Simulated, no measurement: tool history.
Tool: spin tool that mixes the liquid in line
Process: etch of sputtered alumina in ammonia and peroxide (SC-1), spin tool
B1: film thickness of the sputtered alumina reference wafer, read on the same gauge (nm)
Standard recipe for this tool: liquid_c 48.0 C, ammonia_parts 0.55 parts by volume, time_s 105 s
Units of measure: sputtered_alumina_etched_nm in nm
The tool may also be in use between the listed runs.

{"run": 1, "hour": 0.0, "liquid_c": 48.0, "ammonia_parts": 0.55, "time_s": 105, "B1": 69.99, "sputtered_alumina_etched_nm": 3.587}
{"run": 2, "hour": 8.6, "liquid_c": 42.0, "ammonia_parts": 0.55, "time_s": 70, "B1": 70.01, "sputtered_alumina_etched_nm": 1.672}
{"run": 3, "hour": 21.9, "liquid_c": 42.0, "ammonia_parts": 0.55, "time_s": 70, "B1": 69.999, "sputtered_alumina_etched_nm": 1.693}
{"run": 4, "hour": 47.2, "liquid_c": 42.0, "ammonia_parts": 0.55, "time_s": 70, "B1": 70.014, "sputtered_alumina_etched_nm": 1.671}
{"run": 5, "hour": 59.0, "liquid_c": 40.5, "ammonia_parts": 0.4, "time_s": 105, "B1": 69.984, "sputtered_alumina_etched_nm": 2.192}
{"run": 6, "hour": 66.9, "liquid_c": 40.5, "ammonia_parts": 0.4, "time_s": 105, "B1": 70.008, "sputtered_alumina_etched_nm": 2.198}
{"run": 7, "hour": 77.3, "liquid_c": 40.5, "ammonia_parts": 0.4, "time_s": 105, "B1": 70.011, "sputtered_alumina_etched_nm": 2.202}
{"hour": 88.9, "done": "heated supply line repaired"}
{"run": 8, "hour": 95.0, "liquid_c": 43.5, "ammonia_parts": 0.55, "time_s": 105, "B1": 70.021, "sputtered_alumina_etched_nm": 2.71}
{"hour": 102.0, "done": "gauge calibrated"}
{"run": 9, "hour": 109.5, "liquid_c": 40.0, "ammonia_parts": 0.55, "time_s": 90, "B1": 70.001, "sputtered_alumina_etched_nm": 1.898}
{"run": 10, "hour": 119.6, "liquid_c": 40.0, "ammonia_parts": 0.55, "time_s": 90, "B1": 69.991, "sputtered_alumina_etched_nm": 1.869}
{"hour": 129.3, "done": "ammonia flow meter replaced"}
{"run": 11, "hour": 135.1, "liquid_c": 56.5, "ammonia_parts": 0.65, "time_s": 105, "B1": 69.999, "sputtered_alumina_etched_nm": 5.655}
{"hour": 137.9, "done": "thermometer replaced"}
{"run": 12, "hour": 149.2, "liquid_c": 48.0, "ammonia_parts": 0.55, "time_s": 105, "B1": 69.997, "sputtered_alumina_etched_nm": 3.951}
{"run": 13, "hour": 165.6, "liquid_c": 50.5, "ammonia_parts": 0.55, "time_s": 140, "B1": 69.991, "sputtered_alumina_etched_nm": 6.093}
{"run": 14, "hour": 177.1, "liquid_c": 48.0, "ammonia_parts": 0.55, "time_s": 105, "B1": 69.995, "sputtered_alumina_etched_nm": 3.926}
{"run": 15, "hour": 185.7, "liquid_c": 48.0, "ammonia_parts": 0.55, "time_s": 85, "B1": 69.98, "sputtered_alumina_etched_nm": 3.217}
{"run": 16, "hour": 197.8, "liquid_c": 48.0, "ammonia_parts": 0.55, "time_s": 105, "B1": 69.989, "sputtered_alumina_etched_nm": 3.953}
{"hour": 205.7, "done": "new drum of ammonia solution connected"}
{"run": 17, "hour": 206.8, "liquid_c": 38.5, "ammonia_parts": 0.8, "time_s": 105, "B1": 70.018, "sputtered_alumina_etched_nm": 2.356}
{"run": 18, "hour": 222.7, "liquid_c": 48.0, "ammonia_parts": 0.7, "time_s": 105, "B1": 70.015, "sputtered_alumina_etched_nm": 4.008}
{"run": 19, "hour": 261.0, "liquid_c": 42.5, "ammonia_parts": 0.65, "time_s": 105, "B1": 70.005, "sputtered_alumina_etched_nm": 2.897}
{"run": 20, "hour": 267.5, "liquid_c": 48.0, "ammonia_parts": 0.65, "time_s": 105, "B1": 70.006, "sputtered_alumina_etched_nm": 3.948}

5 ways to go on from here, each from the tool as it stands after run 20. What would each give?
{"run": "A", "hour": 267.9, "liquid_c": 48.0, "ammonia_parts": 0.55, "time_s": 55, "B1": "?", "sputtered_alumina_etched_nm": "?"}
{"run": "B", "hour": 267.9, "liquid_c": 48.0, "ammonia_parts": 0.55, "time_s": 80, "B1": "?", "sputtered_alumina_etched_nm": "?"}
{"run": "C", "hour": 267.9, "liquid_c": 48.0, "ammonia_parts": 0.25, "time_s": 60, "B1": "?", "sputtered_alumina_etched_nm": "?"}
{"run": "D", "hour": 267.9, "liquid_c": 48.0, "ammonia_parts": 0.25, "time_s": 160, "B1": "?", "sputtered_alumina_etched_nm": "?"}
{"run": "E", "hour": 267.9, "liquid_c": 40.5, "ammonia_parts": 0.7, "time_s": 125, "B1": "?", "sputtered_alumina_etched_nm": "?"}

run=A B1=69.989 sputtered_alumina_etched_nm=2.074
run=B B1=69.989 sputtered_alumina_etched_nm=3.017
run=C B1=69.989 sputtered_alumina_etched_nm=2.099
run=D B1=69.989 sputtered_alumina_etched_nm=5.597
run=E B1=69.989 sputtered_alumina_etched_nm=3.135
The same runs, with their run-to-run variation unchanged, on a tool lacking any hidden condition would have given:
run=A sputtered_alumina_etched_nm=2.128
run=B sputtered_alumina_etched_nm=3.095
run=C sputtered_alumina_etched_nm=2.154
run=D sputtered_alumina_etched_nm=5.743
run=E sputtered_alumina_etched_nm=3.221

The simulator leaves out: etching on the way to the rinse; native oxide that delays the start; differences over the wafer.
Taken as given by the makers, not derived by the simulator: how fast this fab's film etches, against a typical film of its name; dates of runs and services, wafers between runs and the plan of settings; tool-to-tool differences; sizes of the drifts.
